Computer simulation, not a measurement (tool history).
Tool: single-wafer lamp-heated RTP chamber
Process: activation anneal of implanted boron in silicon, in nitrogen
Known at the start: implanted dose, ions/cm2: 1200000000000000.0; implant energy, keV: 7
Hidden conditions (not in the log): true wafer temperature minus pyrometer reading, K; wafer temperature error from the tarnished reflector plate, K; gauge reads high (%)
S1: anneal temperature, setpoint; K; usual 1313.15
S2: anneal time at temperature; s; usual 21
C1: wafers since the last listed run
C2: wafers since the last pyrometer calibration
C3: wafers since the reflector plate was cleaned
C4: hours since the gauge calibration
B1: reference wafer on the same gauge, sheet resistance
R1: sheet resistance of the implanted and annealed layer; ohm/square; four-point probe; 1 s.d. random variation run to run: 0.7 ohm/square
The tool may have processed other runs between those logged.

run 1 hour=0 | S1=1324.15 S2=25 | C1=0 C2=852 C3=2828 C4=270.1 | B1=132.19 | R1=110.14
run 2 hour=71.2 | S1=1324.15 S2=25 | C1=639 C2=1492 C3=3468 C4=341.3 | B1=131.9 | R1=109.54
run 3 hour=134.5 | S1=1313.15 S2=29 | C1=568 C2=2061 C3=4037 C4=404.6 | B1=131.99 | R1=111.67
run 4 hour=215.5 | S1=1313.15 S2=29 | C1=727 C2=2789 C3=4765 C4=485.6 | B1=132.12 | R1=110.17
run 5 hour=257.6 | S1=1313.15 S2=29 | C1=378 C2=3167 C3=5143 C4=527.7 | B1=132.42 | R1=111.89
-- hour=290.1 pyrometer window cleaned and pyrometer calibrated
-- hour=320.6 reflector plate cleaned
run 6 hour=321.1 | S1=1313.15 S2=21 | C1=426 C2=206 C3=4 C4=591.2 | B1=131.67 | R1=117.49
run 7 hour=363.5 | S1=1313.15 S2=21 | C1=380 C2=587 C3=385 C4=633.6 | B1=131.9 | R1=117.95
run 8 hour=410.7 | S1=1313.15 S2=11 | C1=424 C2=1011 C3=809 C4=680.8 | B1=132.23 | R1=124.94
run 9 hour=461.2 | S1=1313.15 S2=21 | C1=453 C2=1465 C3=1262 C4=731.3 | B1=131.75 | R1=116.31
run 10 hour=505.4 | S1=1313.15 S2=21 | C1=397 C2=1862 C3=1660 C4=775.5 | B1=132.14 | R1=115.42
run 11 hour=610 | S1=1313.15 S2=21 | C1=939 C2=2802 C3=2599 C4=880.1 | B1=132.52 | R1=116.29
run 12 hour=660 | S1=1313.15 S2=21 | C1=449 C2=3251 C3=3049 C4=930.1 | B1=131.92 | R1=116.39
-- hour=678.7 pyrometer window cleaned and pyrometer calibrated
run 13 hour=734.4 | S1=1327.15 S2=21 | C1=596 C2=500 C3=3645 C4=1004.5 | B1=132.44 | R1=110.39
run 14 hour=812.5 | S1=1327.15 S2=21 | C1=701 C2=1202 C3=4347 C4=1082.6 | B1=131.81 | R1=110.19
-- hour=853.4 reflector plate cleaned
run 15 hour=920.4 | S1=1294.15 S2=9 | C1=897 C2=2099 C3=601 C4=1190.5 | B1=132.01 | R1=133.93
run 16 hour=1005.5 | S1=1328.15 S2=26 | C1=764 C2=2864 C3=1366 C4=1275.6 | B1=132.14 | R1=107.92
-- hour=1037 gauge calibrated
run 17 hour=1059.3 | S1=1313.15 S2=21 | C1=483 C2=3347 C3=1849 C4=22.3 | B1=131.95 | R1=117.09
-- hour=1098.3 pyrometer window cleaned and pyrometer calibrated
run 18 hour=1121.9 | S1=1302.15 S2=26 | C1=490 C2=212 C3=2340 C4=84.9 | B1=132.11 | R1=117.6
run 19 hour=1164.7 | S1=1305.15 S2=13 | C1=384 C2=596 C3=2724 C4=127.7 | B1=132.09 | R1=123.56
run 20 hour=1215.6 | S1=1289.15 S2=26 | C1=457 C2=1054 C3=3182 C4=178.6 | B1=131.93 | R1=124.13
run 21 hour=1285.1 | S1=1327.15 S2=21 | C1=624 C2=1678 C3=3806 C4=248.1 | B1=131.93 | R1=109.48
run 22 hour=1345.1 | S1=1313.15 S2=21 | C1=539 C2=2217 C3=4345 C4=308.1 | B1=131.77 | R1=115.62
run 23 hour=1410.8 | S1=1329.15 S2=21 | C1=590 C2=2807 C3=4936 C4=373.8 | B1=132.2 | R1=110.16
-- hour=1449.2 reflector plate cleaned
run 24 hour=1483.7 | S1=1298.15 S2=16 | C1=583 C2=3391 C3=310 C4=446.7 | B1=131.78 | R1=128
-- hour=1499 pyrometer window cleaned and pyrometer calibrated
run 25 hour=1547.9 | S1=1299.15 S2=16 | C1=504 C2=439 C3=815 C4=510.9 | B1=132.25 | R1=126.51
run 26 hour=1653.4 | S1=1313.15 S2=21 | C1=947 C2=1387 C3=1763 C4=616.4 | B1=131.64 | R1=116.8

Forecast run 27:
run 27 hour=1721.1 | S1=1335.15 S2=10 | C1=608 C2=1995 C3=2371 C4=684.1 | B1=? | R1=?

B1: 131.98
R1: 115.95 ohm/square
Take away the tool's hidden state, keep the run-to-run variation as it was, and the same run would have given R1 118.37 ohm/square.
